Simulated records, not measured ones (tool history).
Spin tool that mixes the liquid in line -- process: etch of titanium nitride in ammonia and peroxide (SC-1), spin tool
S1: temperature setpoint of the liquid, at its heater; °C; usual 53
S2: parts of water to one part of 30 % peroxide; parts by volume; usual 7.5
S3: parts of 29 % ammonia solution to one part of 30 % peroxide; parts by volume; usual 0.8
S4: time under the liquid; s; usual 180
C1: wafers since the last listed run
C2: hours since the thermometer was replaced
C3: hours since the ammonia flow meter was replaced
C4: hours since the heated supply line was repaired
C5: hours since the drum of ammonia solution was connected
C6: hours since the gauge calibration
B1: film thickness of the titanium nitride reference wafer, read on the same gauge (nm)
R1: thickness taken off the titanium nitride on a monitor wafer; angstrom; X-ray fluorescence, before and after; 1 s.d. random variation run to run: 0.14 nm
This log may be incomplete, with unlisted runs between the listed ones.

run,hour,S1,S2,S3,S4,C1,C2,C3,C4,C5,C6,B1,R1
1,0,61,7.5,0.6,180,0,115.9,386.4,172.7,172.4,1626.3,59.99,327.2
2,17,43.5,7.5,0.8,85,141,132.9,403.4,189.7,189.4,1643.3,60.02,48.4
# hour 30.3: gauge calibrated
3,33.2,61,7.5,0.6,180,134,149.1,419.6,205.9,205.6,2.9,60.02,327.8
4,61.5,53,7.5,0.95,250,235,177.4,447.9,234.2,233.9,31.2,60.01,288.8
5,88.5,46,7.5,0.8,180,224,204.4,474.9,261.2,260.9,58.2,60.01,122.6
6,124.1,60,5,1,130,296,240,510.5,296.8,296.5,93.8,59.99,285.9
7,147.7,53,7.5,1.15,180,196,263.6,534.1,320.4,320.1,117.4,59.99,210.7
8,173.4,56.5,9,0.8,180,213,289.3,559.8,346.1,345.8,143.1,60.01,232.7
9,201.3,56.5,9,0.8,180,232,317.2,587.7,374,373.7,171,59.96,229.5
# hour 212.8: ammonia flow meter replaced
10,229.5,58,7.5,0.55,235,226,345.4,16.7,402.2,401.9,199.2,60.03,344.7
11,245.4,60,5,1,130,132,361.3,32.6,418.1,417.8,215.1,60.01,283.4
12,277,46,5,0.45,80,262,392.9,64.2,449.7,449.4,246.7,60.02,59.5
13,309.2,53,7.5,0.8,180,267,425.1,96.4,481.9,481.6,278.9,59.99,196.5
14,327.9,53,7.5,0.8,180,155,443.8,115.1,500.6,500.3,297.6,60,197.6
15,343,53,7.5,0.8,180,125,458.9,130.2,515.7,515.4,312.7,60.02,196.9
16,356.9,53,7.5,0.8,120,115,472.8,144.1,529.6,529.3,326.6,60,129.9
17,377.2,53,7.5,0.8,180,168,493.1,164.4,549.9,549.6,346.9,59.99,196
18,408.5,53,7.5,0.8,105,260,524.4,195.7,581.2,580.9,378.2,60.02,113.5
19,427.3,45.5,7.5,0.8,180,156,543.2,214.5,600,599.7,397,60,115.5
20,458.1,53,6.5,0.6,225,256,574,245.3,630.8,630.5,427.8,59.98,249
21,479.4,53,7.5,0.9,145,177,595.3,266.6,652.1,651.8,449.1,60,161.6
22,498,53,7.5,0.8,180,154,613.9,285.2,670.7,670.4,467.7,60.01,195.7
23,524.3,50,7.5,0.95,180,218,640.2,311.5,697,696.7,494,60.02,162.4

Alternative continuations, all from the tool just after run 23; predict every row:
A,524.8,53,7.5,0.8,180,4,640.7,312,697.5,697.2,494.5,?,?
B,524.8,53,9.5,0.5,180,4,640.7,312,697.5,697.2,494.5,?,?
C,524.8,50,7.5,0.45,90,4,640.7,312,697.5,697.2,494.5,?,?
D,524.8,53,11,0.8,180,4,640.7,312,697.5,697.2,494.5,?,?
E,524.8,50.5,5.5,0.6,245,4,640.7,312,697.5,697.2,494.5,?,?

run,B1,R1
A,59.99,194.8
B,59.99,160.4
C,59.99,72.2
D,59.99,160.9
E,59.99,247.6
Had the tool no hidden state, the same runs would have come out as:
run,R1
A,205.1
B,168.8
C,76
D,169.4
E,260.9
